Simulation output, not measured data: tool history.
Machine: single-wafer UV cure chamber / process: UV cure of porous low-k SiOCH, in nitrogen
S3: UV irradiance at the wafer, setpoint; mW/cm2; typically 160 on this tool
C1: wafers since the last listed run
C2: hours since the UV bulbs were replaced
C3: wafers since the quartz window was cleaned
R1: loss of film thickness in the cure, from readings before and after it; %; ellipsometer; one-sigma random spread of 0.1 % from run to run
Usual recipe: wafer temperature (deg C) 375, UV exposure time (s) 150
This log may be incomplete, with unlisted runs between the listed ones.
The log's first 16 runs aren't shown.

Run 17, hour 400.1: usual settings; C1 304; C2 1188.5; C3 1995. Result: R1 8.554 %.
At hour 409.4: UV bulbs replaced.
At hour 409.8: quartz window cleaned.
Run 18, hour 413.8: usual settings; C1 59; C2 4.4; C3 44. Result: R1 9.922 %.
Run 19, hour 427.9: usual settings; C1 157; C2 18.5; C3 202. Result: R1 10.151 %.
Run 20, hour 455.4: usual settings but wafer temperature (deg C) 357, UV exposure time (s) 240, S3 187 mW/cm2; C1 307; C2 46; C3 509. Result: R1 12.148 %.
Run 21, hour 472.6: usual settings but wafer temperature (deg C) 394, UV exposure time (s) 225, S3 146 mW/cm2; C1 192; C2 63.2; C3 701. Result: R1 11.498 %.
Run 22, hour 489.1: usual settings but wafer temperature (deg C) 357, UV exposure time (s) 220, S3 185 mW/cm2; C1 184; C2 79.7; C3 886. Result: R1 11.577 %.
Run 23, hour 517.6: usual settings; C1 318; C2 108.2; C3 1204. Result: R1 9.619 %.
Run 24, hour 541: usual settings but wafer temperature (deg C) 360, S3 182 mW/cm2; C1 261; C2 131.6; C3 1466. Result: R1 9.773 %.
Run 25, hour 565.7: usual settings but wafer temperature (deg C) 394; C1 276; C2 156.3; C3 1742. Result: R1 9.85 %.
At hour 589: quartz window cleaned.
Run 26, hour 592.9: usual settings; C1 214; C2 183.5; C3 43. Result: R1 9.305 %.
Run 27, hour 647.1: usual settings; C1 605; C2 237.7; C3 649. Result: R1 9.325 %.
Run 28, hour 665.5: usual settings but wafer temperature (deg C) 389; C1 205; C2 256.1; C3 854. Result: R1 9.453 %.
Run 29, hour 688.8: usual settings; C1 260; C2 279.4; C3 1115. Result: R1 9.149 %.
Run 30, hour 716: usual settings but wafer temperature (deg C) 358; C1 304; C2 306.6; C3 1419. Result: R1 8.972 %.
Run 31, hour 743.7: usual settings; C1 309; C2 334.3; C3 1728. Result: R1 9.219 %.
At hour 771.9: quartz window cleaned.
Run 32, hour 776.6: usual settings but wafer temperature (deg C) 360, UV exposure time (s) 190; C1 278; C2 367.2; C3 52. Result: R1 9.691 %.
Run 33, hour 806: usual settings but wafer temperature (deg C) 384, UV exposure time (s) 90, S3 181 mW/cm2; C1 328; C2 396.6; C3 381. Result: R1 7.616 %.
Run 34, hour 834: usual settings; C1 312; C2 424.6; C3 694. Result: R1 8.875 %.
Run 35, hour 847.4: usual settings but wafer temperature (deg C) 361, UV exposure time (s) 200, S3 146 mW/cm2; C1 149; C2 438; C3 844. Result: R1 9.36 %.
Run 36, hour 870.5: usual settings; C1 258; C2 461.1; C3 1102. Result: R1 8.88 %.
Run 37, hour 895.5: usual settings but wafer temperature (deg C) 387, UV exposure time (s) 65; C1 279; C2 486.1; C3 1381. Result: R1 5.827 %.
Run 38, hour 917: usual settings; C1 240; C2 507.6; C3 1621. Result: R1 8.908 %.

Alternative continuations, all from the tool just after run 38; predict every row:
Run A, hour 917.5: usual settings but wafer temperature (deg C) 380; C1 5; C2 508.1; C3 1627. Result: R1 ?.
Run B, hour 917.5: usual settings but wafer temperature (deg C) 384, UV exposure time (s) 195, S3 142 mW/cm2; C1 5; C2 508.1; C3 1627. Result: R1 ?.
Run C, hour 917.5: usual settings but UV exposure time (s) 100; C1 5; C2 508.1; C3 1627. Result: R1 ?.

run     R1
  A  8.917
  B  9.586
  C    7.2
With no hidden state in the tool, these same runs would have given:
run      R1
  A  10.587
  B  11.291
  C   8.772

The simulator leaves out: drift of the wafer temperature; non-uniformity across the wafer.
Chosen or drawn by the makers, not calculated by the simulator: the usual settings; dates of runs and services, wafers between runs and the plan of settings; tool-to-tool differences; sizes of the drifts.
